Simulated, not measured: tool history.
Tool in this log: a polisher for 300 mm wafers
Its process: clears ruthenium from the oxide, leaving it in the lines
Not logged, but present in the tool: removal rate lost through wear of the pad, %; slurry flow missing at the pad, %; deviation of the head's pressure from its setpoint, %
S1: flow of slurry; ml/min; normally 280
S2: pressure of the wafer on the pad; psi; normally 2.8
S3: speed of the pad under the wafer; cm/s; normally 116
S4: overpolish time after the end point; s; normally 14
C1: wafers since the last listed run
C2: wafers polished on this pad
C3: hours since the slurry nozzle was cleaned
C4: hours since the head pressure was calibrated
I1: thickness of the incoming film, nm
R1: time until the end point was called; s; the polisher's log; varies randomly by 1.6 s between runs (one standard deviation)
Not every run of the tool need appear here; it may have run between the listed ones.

run,hour,S1,S2,S3,S4,C1,C2,C3,C4,I1,R1
1,0,280,2.8,116,11,0,484,650,515.8,229.6,122.8
# hour 22.3: slurry nozzle cleaned
2,118.2,280,2.8,126,14,1255,1740,95.9,634,233.1,114.6
3,159,280,2.8,126,14,436,2176,136.7,674.8,230.8,115.2
# hour 182.3: worn pad replaced by a new one
4,217.4,280,2.8,116,14,582,375,195.1,733.2,228.4,120.3
5,286,280,2.8,116,14,734,1110,263.7,801.8,225.7,121.6
6,310.7,280,2.8,116,14,264,1374,288.4,826.5,225.5,121.4
7,365.2,280,2.8,116,14,583,1958,342.9,881,226.9,125
# hour 405.1: head pressure recalibrated
# hour 410.8: worn pad replaced by a new one
8,415.9,280,2.8,116,14,478,54,393.6,10.8,228.8,123.8
9,467.3,280,2.8,116,14,550,604,445,62.2,229.8,122.1
10,523.7,205,2.8,88,14,603,1208,501.4,118.6,233.8,170.7
11,554.1,205,2.8,88,14,325,1534,531.8,149,231.4,167.7
12,579.6,205,2.8,88,14,273,1807,557.3,174.5,230.4,169.2
# hour 632.2: worn pad replaced by a new one
13,649.3,280,2.8,116,14,703,182,627,244.2,232.7,127.6
14,675.2,280,2.8,104,8,277,460,652.9,270.1,233,139.5
15,708,280,3.2,116,9,351,811,685.7,302.9,234,110.2
# hour 721.1: slurry nozzle cleaned
16,756.1,280,3.1,86,14,504,1315,35,351,226.4,146
17,821.4,230,2.8,116,9,699,2015,100.3,416.3,230.2,125
# hour 874.5: worn pad replaced by a new one
18,883.8,280,3.4,88,21,625,99,162.7,478.7,227.5,133.2
19,911.7,280,2.8,116,14,298,398,190.6,506.6,226,121.9
20,971.7,280,3.1,116,7,642,1040,250.6,566.6,231.9,110.5
21,996.1,305,2,116,19,261,1301,275,591,227.8,167.4
22,1050.4,215,2.5,116,14,581,1883,329.3,645.3,226.8,139.9
# hour 1110: worn pad replaced by a new one
23,1110.5,280,2.8,116,18,600,5,389.4,705.4,232,124.2
24,1137.2,280,2.8,116,14,285,291,416.1,732.1,230,120.6
25,1198.2,280,2.8,116,14,653,944,477.1,793.1,229.6,124.1
26,1244.4,280,2.8,116,14,494,1439,523.3,839.3,226.6,122.6

Forecast each of these 3 alternatives for the next run:
A,1244.9,280,2.8,116,14,5,1444,523.8,839.8,230.9,?
B,1244.9,280,2.1,152,14,5,1444,523.8,839.8,230.9,?
C,1244.9,240,2.8,116,21,5,1444,523.8,839.8,230.9,?

run,R1
A,121.7
B,123.9
C,123.2
Had the tool no hidden state, the same runs would have come out as:
run,R1
A,121.7
B,123.9
C,123.2

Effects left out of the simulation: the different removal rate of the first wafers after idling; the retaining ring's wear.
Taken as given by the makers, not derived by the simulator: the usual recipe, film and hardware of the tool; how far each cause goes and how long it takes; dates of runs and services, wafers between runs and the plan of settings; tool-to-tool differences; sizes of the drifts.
